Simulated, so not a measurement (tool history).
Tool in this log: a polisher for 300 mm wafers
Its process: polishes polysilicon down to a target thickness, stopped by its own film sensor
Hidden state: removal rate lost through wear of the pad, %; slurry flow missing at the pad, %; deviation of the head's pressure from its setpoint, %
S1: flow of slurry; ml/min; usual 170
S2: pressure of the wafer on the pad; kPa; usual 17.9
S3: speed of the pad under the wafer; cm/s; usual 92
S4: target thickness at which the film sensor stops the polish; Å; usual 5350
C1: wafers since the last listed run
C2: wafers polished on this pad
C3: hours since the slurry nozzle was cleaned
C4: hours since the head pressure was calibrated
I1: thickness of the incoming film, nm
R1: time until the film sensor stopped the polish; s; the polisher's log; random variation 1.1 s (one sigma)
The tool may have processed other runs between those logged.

run	hour	S1	S2	S3	S4	C1	C2	C3	C4	I1	R1
1	0	195	17.9	92	5350	0	528	301.3	973.1	1107.8	84.8
2	11.5	195	17.9	92	5350	89	618	312.8	984.6	1122.6	87.1
3	29.4	170	19.3	92	5350	139	757	330.7	1002.5	1109.3	80.9
4	77.5	170	15.2	92	5350	375	1133	378.8	1050.6	1114.3	101.7
5	92.1	135	17.9	92	5350	113	1247	393.4	1065.2	1104.5	93.6
6	98.8	135	17.9	92	5350	52	1299	400.1	1071.9	1107.6	90.9
7	108.1	135	17.9	92	5350	72	1371	409.4	1081.2	1128.7	94.2
# hour 112.9: slurry nozzle cleaned
# hour 114.9: head pressure recalibrated
# hour 123.9: worn pad replaced by a new one
8	124.4	170	17.9	92	7140	72	3	11.5	9.5	1134.2	67.7
9	137.4	115	22.1	92	5350	101	105	24.5	22.5	1119.8	85.6
10	146.4	170	17.9	92	7340	70	175	33.5	31.5	1116	63.8
11	155.4	195	17.9	92	5350	70	245	42.5	40.5	1122.6	95.8
12	171.2	170	22.1	106	3870	123	368	58.3	56.3	1130.4	89.3
# hour 175.6: worn pad replaced by a new one, repeated, since the last time left the tool worse
13	215.8	185	17.9	92	4090	316	313	102.9	100.9	1116.6	102.5
14	228.7	140	17.9	92	3710	100	414	115.8	113.8	1110.9	112.7

What if the next run were any one of these 4? Each begins from the tool's condition after run 14:
A	229.1	170	17.9	92	5350	3	417	116.2	114.2	1132.7	?
B	229.1	225	13.8	66	5350	3	417	116.2	114.2	1132.7	?
C	229.1	130	17.9	92	5350	3	417	116.2	114.2	1132.7	?
D	229.1	170	23.4	82	5350	3	417	116.2	114.2	1132.7	?

run	R1
A	90.4
B	154.5
C	95.3
D	78.7
Had the tool no hidden state, the same runs would have come out as:
run	R1
A	86.8
B	148.2
C	91.5
D	75.5
